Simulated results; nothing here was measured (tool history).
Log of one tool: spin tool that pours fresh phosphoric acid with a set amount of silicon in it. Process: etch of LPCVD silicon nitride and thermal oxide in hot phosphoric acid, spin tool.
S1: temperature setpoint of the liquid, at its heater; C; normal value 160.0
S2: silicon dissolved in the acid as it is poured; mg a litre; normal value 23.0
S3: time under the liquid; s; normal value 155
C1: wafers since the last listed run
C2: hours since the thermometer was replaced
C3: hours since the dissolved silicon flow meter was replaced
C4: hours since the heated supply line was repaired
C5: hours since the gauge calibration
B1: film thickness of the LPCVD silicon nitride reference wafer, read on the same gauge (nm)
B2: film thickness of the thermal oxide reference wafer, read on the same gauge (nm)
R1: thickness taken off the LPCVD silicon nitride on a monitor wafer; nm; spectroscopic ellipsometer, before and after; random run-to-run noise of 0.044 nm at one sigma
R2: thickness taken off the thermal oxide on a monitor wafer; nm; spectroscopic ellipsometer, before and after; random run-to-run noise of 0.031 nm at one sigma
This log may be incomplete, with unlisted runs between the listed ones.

run     day     S1    S2   S3   C1      C2      C3      C4      C5      B1      B2     R1     R2
  1   0.000  160.0  23.0  155    0  1830.4  1136.4  2283.4   575.1  139.99  79.989  11.43  0.241
  2   5.754  160.0  23.0  155  738  1968.5  1274.5  2421.5   713.2  140.00  79.990  11.57  0.275
  3   8.354  160.0  23.0  155  333  2030.9  1336.9  2483.9   775.6  140.03  79.993  11.56  0.296
  4  12.150  160.0  23.0  220  487  2122.0  1428.0  2575.0   866.7  139.99  80.019  16.32  0.484
  5  13.767  160.0  23.0  220  207  2160.8  1466.8  2613.8   905.5  140.03  80.000  16.34  0.408
  6  17.288  160.0  23.0  155  452  2245.3  1551.3  2698.3   990.0  140.00  79.981  11.55  0.307
  7  19.212  160.0  23.0  155  247  2291.5  1597.5  2744.5  1036.2  140.03  80.012  11.63  0.305
  8  23.079  160.0  23.0  155  496  2384.3  1690.3  2837.3  1129.0  139.99  79.992  11.60  0.269
     23.871  -- gauge calibrated
     24.896  -- heated supply line repaired
  9  24.917  160.0  23.0  155  230  2428.4  1734.4     0.5    25.1  140.00  79.995  11.65  0.311
 10  28.583  158.0  40.5   95  470  2516.4  1822.4    88.5   113.1  140.02  80.001   6.64  0.083
     28.954  -- dissolved silicon flow meter replaced
     30.358  -- thermometer replaced
 11  31.771  162.5  38.5  110  398    33.9    67.6   165.0   189.6  140.00  80.007   8.49  0.133
 12  35.612  157.5  23.0  130  493   126.1   159.8   257.2   281.8  140.00  80.013   8.62  0.173
 13  37.292  160.0  33.0  155  215   166.4   200.1   297.5   322.1  139.98  80.029  11.15  0.166
 14  38.925  160.0  13.0  155  209   205.6   239.3   336.7   361.3  139.98  79.974  11.13  0.381
 15  41.742  160.0  39.0  155  361   273.2   306.9   404.3   428.9  139.98  79.998  11.15  0.144
 16  44.433  160.0  13.0  155  345   337.8   371.5   468.9   493.5  139.99  79.996  11.21  0.337

Branching from run 16: 5 alternative next runs. What would each branch give?
  A  44.454  160.0  23.0  155   2  338.3  372.0  469.4  494.0   ?   ?   ?   ?
  B  44.454  162.0  40.5  115   2  338.3  372.0  469.4  494.0   ?   ?   ?   ?
  C  44.454  162.5  35.5  200   2  338.3  372.0  469.4  494.0   ?   ?   ?   ?
  D  44.454  161.5  36.0   65   2  338.3  372.0  469.4  494.0   ?   ?   ?   ?
  E  44.454  161.5  29.0  115   2  338.3  372.0  469.4  494.0   ?   ?   ?   ?

run      B1      B2     R1     R2
  A  139.96  80.016  11.22  0.290
  B  139.96  80.016   8.90  0.113
  C  139.96  80.016  15.74  0.274
  D  139.96  80.016   4.95  0.081
  E  139.96  80.016   8.76  0.195
Without the tool's unlogged condition, the same runs would have read:
run     R1     R2
  A  11.12  0.284
  B   8.82  0.110
  C  15.59  0.268
  D   4.90  0.079
  E   8.67  0.191
